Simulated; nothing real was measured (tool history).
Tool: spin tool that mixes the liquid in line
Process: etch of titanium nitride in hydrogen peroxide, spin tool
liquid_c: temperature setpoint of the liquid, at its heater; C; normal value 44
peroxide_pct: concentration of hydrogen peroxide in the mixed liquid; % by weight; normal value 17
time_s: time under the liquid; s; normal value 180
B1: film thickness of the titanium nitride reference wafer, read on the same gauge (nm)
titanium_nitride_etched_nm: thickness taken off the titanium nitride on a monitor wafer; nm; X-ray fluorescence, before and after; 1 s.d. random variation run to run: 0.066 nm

Run 1, day 0: usual settings but liquid_c 40.5 C; B1 129.98. Result: titanium_nitride_etched_nm 6.68 nm.
Run 2, day 1.65: usual settings but liquid_c 40.5 C; B1 129.97. Result: titanium_nitride_etched_nm 6.74 nm.
Run 3, day 3.071: usual settings but liquid_c 40.5 C; B1 130.01. Result: titanium_nitride_etched_nm 6.68 nm.
Run 4, day 4.8: usual settings; B1 129.98. Result: titanium_nitride_etched_nm 8.77 nm.
Run 5, day 7.021: usual settings; B1 129.97. Result: titanium_nitride_etched_nm 8.77 nm.
Run 6, day 8.229: usual settings; B1 129.99. Result: titanium_nitride_etched_nm 8.78 nm.
Run 7, day 10.221: usual settings; B1 130.01. Result: titanium_nitride_etched_nm 8.74 nm.
At day 11.296: thermometer replaced.
Run 8, day 12.233: usual settings; B1 129.97. Result: titanium_nitride_etched_nm 8.67 nm.
Run 9, day 14.471: usual settings but liquid_c 54 C; B1 130. Result: titanium_nitride_etched_nm 18.14 nm.
At day 14.738: heated supply line repaired.
At day 14.904: peroxide flow meter replaced.
At day 14.992: gauge calibrated.
At day 16.008: new drum of peroxide connected.
Run 10, day 17.338: usual settings but liquid_c 53.5 C, peroxide_pct 14.5 % by weight; B1 130.01. Result: titanium_nitride_etched_nm 16.94 nm.
Run 11, day 18.533: usual settings but peroxide_pct 14 % by weight; B1 129.97. Result: titanium_nitride_etched_nm 8.36 nm.
Run 12, day 19.842: usual settings but peroxide_pct 21 % by weight, time_s 210 s; B1 129.97. Result: titanium_nitride_etched_nm 10.51 nm.
Run 13, day 21.646: usual settings but liquid_c 39 C, peroxide_pct 20.5 % by weight, time_s 275 s; B1 129.99. Result: titanium_nitride_etched_nm 9.53 nm.
Run 14, day 28.512: usual settings; B1 130.01. Result: titanium_nitride_etched_nm 8.74 nm.
Run 15, day 31.117: usual settings but liquid_c 35.5 C, peroxide_pct 19 % by weight, time_s 230 s; B1 130.01. Result: titanium_nitride_etched_nm 5.95 nm.
Run 16, day 32.458: usual settings but time_s 90 s; B1 130. Result: titanium_nitride_etched_nm 4.39 nm.

What if the next run were any one of these 4? Each begins from the tool's condition after run 16:
Run A, day 32.479: usual settings but peroxide_pct 13.5 % by weight; B1 ?. Result: titanium_nitride_etched_nm ?.
Run B, day 32.479: usual settings but peroxide_pct 20 % by weight; B1 ?. Result: titanium_nitride_etched_nm ?.
Run C, day 32.479: usual settings but peroxide_pct 21 % by weight, time_s 265 s; B1 ?. Result: titanium_nitride_etched_nm ?.
Run D, day 32.479: usual settings but liquid_c 47.5 C, peroxide_pct 14.5 % by weight, time_s 105 s; B1 ?. Result: titanium_nitride_etched_nm ?.

run      B1  titanium_nitride_etched_nm
  A  129.99                        8.21
  B  129.99                        8.93
  C  129.99                       13.28
  D  129.99                         6.3
The same runs, with their run-to-run variation unchanged, on a tool lacking any hidden condition would have given:
run  titanium_nitride_etched_nm
  A                        8.21
  B                        8.93
  C                       13.28
  D                         6.3

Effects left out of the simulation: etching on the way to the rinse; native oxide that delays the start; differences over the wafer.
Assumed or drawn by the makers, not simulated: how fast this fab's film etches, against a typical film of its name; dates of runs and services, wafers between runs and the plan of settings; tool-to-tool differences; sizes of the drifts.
